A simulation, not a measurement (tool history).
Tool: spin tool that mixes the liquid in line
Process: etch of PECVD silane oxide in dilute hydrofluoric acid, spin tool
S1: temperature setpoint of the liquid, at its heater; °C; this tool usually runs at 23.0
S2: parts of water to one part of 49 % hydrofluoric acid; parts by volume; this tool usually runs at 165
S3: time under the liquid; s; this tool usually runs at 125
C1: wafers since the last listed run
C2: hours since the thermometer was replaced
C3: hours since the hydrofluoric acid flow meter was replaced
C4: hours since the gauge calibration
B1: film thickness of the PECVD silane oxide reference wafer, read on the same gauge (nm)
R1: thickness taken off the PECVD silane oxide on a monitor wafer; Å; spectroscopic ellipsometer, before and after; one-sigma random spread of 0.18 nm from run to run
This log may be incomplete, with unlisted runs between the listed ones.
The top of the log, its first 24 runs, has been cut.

Run 25, hour 333.3: usual settings but S1 18.5 °C, S3 65 s; C1 133; C2 45.7; C3 28.5; C4 58.2; B1 149.97. Result: R1 105.5 Å.
Run 26, hour 349.5: usual settings but S1 18.5 °C; C1 134; C2 61.9; C3 44.7; C4 74.4; B1 150.00. Result: R1 203.5 Å.
Run 27, hour 366.5: usual settings but S1 26.0 °C, S2 200 parts by volume, S3 150 s; C1 141; C2 78.9; C3 61.7; C4 91.4; B1 149.98. Result: R1 260.4 Å.
Run 28, hour 375.0: usual settings but S1 20.0 °C, S2 110 parts by volume, S3 75 s; C1 70; C2 87.4; C3 70.2; C4 99.9; B1 150.00. Result: R1 204.8 Å.
Run 29, hour 381.3: usual settings but S1 19.0 °C, S2 130 parts by volume, S3 105 s; C1 52; C2 93.7; C3 76.5; C4 106.2; B1 150.04. Result: R1 226.2 Å.
Run 30, hour 391.5: usual settings but S1 28.0 °C, S3 80 s; C1 84; C2 103.9; C3 86.7; C4 116.4; B1 149.96. Result: R1 187.9 Å.
Run 31, hour 398.0: usual settings but S3 150 s; C1 53; C2 110.4; C3 93.2; C4 122.9; B1 150.02. Result: R1 297.1 Å.
Run 32, hour 411.6: usual settings; C1 112; C2 124.0; C3 106.8; C4 136.5; B1 150.02. Result: R1 242.9 Å.
Run 33, hour 419.3: usual settings but S1 20.0 °C, S2 95 parts by volume, S3 90 s; C1 63; C2 131.7; C3 114.5; C4 144.2; B1 150.02. Result: R1 292.0 Å.
Run 34, hour 428.2: usual settings but S1 26.5 °C, S2 115 parts by volume, S3 65 s; C1 73; C2 140.6; C3 123.4; C4 153.1; B1 150.03. Result: R1 221.7 Å.

3 ways to go on from here, each from the tool as it stands after run 34. What would each give?
Run A, hour 428.7: usual settings; C1 4; C2 141.1; C3 123.9; C4 153.6; B1 ?. Result: R1 ?.
Run B, hour 428.7: usual settings but S3 60 s; C1 4; C2 141.1; C3 123.9; C4 153.6; B1 ?. Result: R1 ?.
Run C, hour 428.7: usual settings but S1 19.0 °C, S2 195 parts by volume, S3 100 s; C1 4; C2 141.1; C3 123.9; C4 153.6; B1 ?. Result: R1 ?.

run      B1     R1
  A  150.02  247.8
  B  150.02  119.0
  C  150.02  139.4
Without the tool's unlogged condition, the same runs would have read:
run     R1
  A  239.6
  B  115.0
  C  134.7
